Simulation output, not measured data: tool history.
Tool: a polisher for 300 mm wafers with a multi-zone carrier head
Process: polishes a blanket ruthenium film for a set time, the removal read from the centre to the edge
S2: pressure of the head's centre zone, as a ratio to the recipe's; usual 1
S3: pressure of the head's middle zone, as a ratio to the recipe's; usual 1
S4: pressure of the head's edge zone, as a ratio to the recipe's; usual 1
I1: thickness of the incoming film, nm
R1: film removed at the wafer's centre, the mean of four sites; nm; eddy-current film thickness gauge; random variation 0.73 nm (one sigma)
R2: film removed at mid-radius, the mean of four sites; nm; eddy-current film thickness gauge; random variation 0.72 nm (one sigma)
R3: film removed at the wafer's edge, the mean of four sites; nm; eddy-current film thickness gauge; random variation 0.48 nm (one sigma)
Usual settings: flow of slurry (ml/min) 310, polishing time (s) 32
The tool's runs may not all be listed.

{"run": 1, "hour": 0.0, "flow of slurry (ml/min)": 260, "S2": 1, "S3": 1, "S4": 1, "polishing time (s)": 32, "I1": 456.6, "R1": 50.5, "R2": 48.2, "R3": 49}
{"run": 2, "hour": 69.4, "flow of slurry (ml/min)": 260, "S2": 1, "S3": 1, "S4": 1, "polishing time (s)": 32, "I1": 453.9, "R1": 50.5, "R2": 50.7, "R3": 49.8}
{"run": 3, "hour": 129.1, "flow of slurry (ml/min)": 260, "S2": 1, "S3": 1, "S4": 1, "polishing time (s)": 32, "I1": 455.9, "R1": 51.4, "R2": 50.3, "R3": 49}
{"hour": 157.8, "done": "worn pad replaced by a new one"}
{"run": 4, "hour": 197.1, "flow of slurry (ml/min)": 310, "S2": 1, "S3": 1, "S4": 1, "polishing time (s)": 32, "I1": 467.5, "R1": 53.7, "R2": 51.3, "R3": 50}
{"run": 5, "hour": 302.1, "flow of slurry (ml/min)": 355, "S2": 1, "S3": 1, "S4": 1, "polishing time (s)": 32, "I1": 454.4, "R1": 54.1, "R2": 51.4, "R3": 49.7}
{"run": 6, "hour": 358.0, "flow of slurry (ml/min)": 355, "S2": 1, "S3": 1, "S4": 1, "polishing time (s)": 32, "I1": 456.7, "R1": 54, "R2": 49.9, "R3": 50.4}
{"run": 7, "hour": 404.5, "flow of slurry (ml/min)": 310, "S2": 1, "S3": 1, "S4": 1, "polishing time (s)": 32, "I1": 468.5, "R1": 54, "R2": 50.7, "R3": 49.8}
{"hour": 468.0, "done": "worn pad replaced by a new one"}
{"run": 8, "hour": 479.7, "flow of slurry (ml/min)": 310, "S2": 1, "S3": 1, "S4": 1, "polishing time (s)": 32, "I1": 463.8, "R1": 55.3, "R2": 52.1, "R3": 49.5}
{"hour": 495.6, "done": "slurry nozzle cleaned"}
{"hour": 513.7, "done": "centre zone pressure recalibrated"}
{"run": 9, "hour": 564.8, "flow of slurry (ml/min)": 310, "S2": 1, "S3": 1, "S4": 1, "polishing time (s)": 32, "I1": 457.9, "R1": 52.1, "R2": 51.6, "R3": 49.9}
{"hour": 632.5, "done": "carrier head's membrane replaced by a new one"}
{"hour": 638.9, "done": "edge zone pressure recalibrated"}
{"run": 10, "hour": 646.1, "flow of slurry (ml/min)": 310, "S2": 1, "S3": 1, "S4": 1, "polishing time (s)": 32, "I1": 459, "R1": 50.8, "R2": 52, "R3": 49.5}
{"run": 11, "hour": 712.8, "flow of slurry (ml/min)": 405, "S2": 1.08, "S3": 1.05, "S4": 0.91, "polishing time (s)": 32, "I1": 460, "R1": 54.8, "R2": 54.3, "R3": 49.5}
{"run": 12, "hour": 768.5, "flow of slurry (ml/min)": 210, "S2": 1, "S3": 0.95, "S4": 1.11, "polishing time (s)": 32, "I1": 461.1, "R1": 49.1, "R2": 46.8, "R3": 50.8}
{"hour": 787.3, "done": "worn pad replaced by a new one"}
{"run": 13, "hour": 870.2, "flow of slurry (ml/min)": 310, "S2": 1, "S3": 1, "S4": 1, "polishing time (s)": 32, "I1": 461.1, "R1": 51.1, "R2": 50.5, "R3": 49.4}
{"run": 14, "hour": 919.1, "flow of slurry (ml/min)": 370, "S2": 1, "S3": 0.92, "S4": 1, "polishing time (s)": 32, "I1": 458.2, "R1": 52.5, "R2": 48.2, "R3": 50.4}
{"run": 15, "hour": 1008.5, "flow of slurry (ml/min)": 340, "S2": 1.05, "S3": 1, "S4": 1.08, "polishing time (s)": 32, "I1": 457.4, "R1": 53.6, "R2": 49.9, "R3": 50.7}
{"hour": 1054.7, "done": "worn pad replaced by a new one"}
{"run": 16, "hour": 1115.3, "flow of slurry (ml/min)": 405, "S2": 1, "S3": 1.04, "S4": 1, "polishing time (s)": 26, "I1": 461.3, "R1": 44.9, "R2": 43.6, "R3": 40.5}
{"hour": 1131.3, "done": "slurry nozzle cleaned"}
{"run": 17, "hour": 1171.7, "flow of slurry (ml/min)": 310, "S2": 0.89, "S3": 1, "S4": 1, "polishing time (s)": 32, "I1": 451, "R1": 49.5, "R2": 51.5, "R3": 49.1}
{"run": 18, "hour": 1271.7, "flow of slurry (ml/min)": 310, "S2": 1, "S3": 1.09, "S4": 1, "polishing time (s)": 32, "I1": 454.3, "R1": 53.5, "R2": 54, "R3": 49.2}
{"run": 19, "hour": 1324.4, "flow of slurry (ml/min)": 310, "S2": 1.04, "S3": 1, "S4": 0.97, "polishing time (s)": 32, "I1": 462.5, "R1": 54.3, "R2": 49.8, "R3": 49.5}

Forecast run 20:
{"run": 20, "hour": 1392.7, "flow of slurry (ml/min)": 310, "S2": 1, "S3": 1, "S4": 1, "polishing time (s)": 32, "I1": 457.9, "R1": "?", "R2": "?", "R3": "?"}

Run 20 gave R1 53.8 nm, R2 50.3 nm, R3 49.8 nm.
Without the tool's hidden state the same run would have given R1 50.4 nm, R2 50.3 nm, R3 49.8 nm.

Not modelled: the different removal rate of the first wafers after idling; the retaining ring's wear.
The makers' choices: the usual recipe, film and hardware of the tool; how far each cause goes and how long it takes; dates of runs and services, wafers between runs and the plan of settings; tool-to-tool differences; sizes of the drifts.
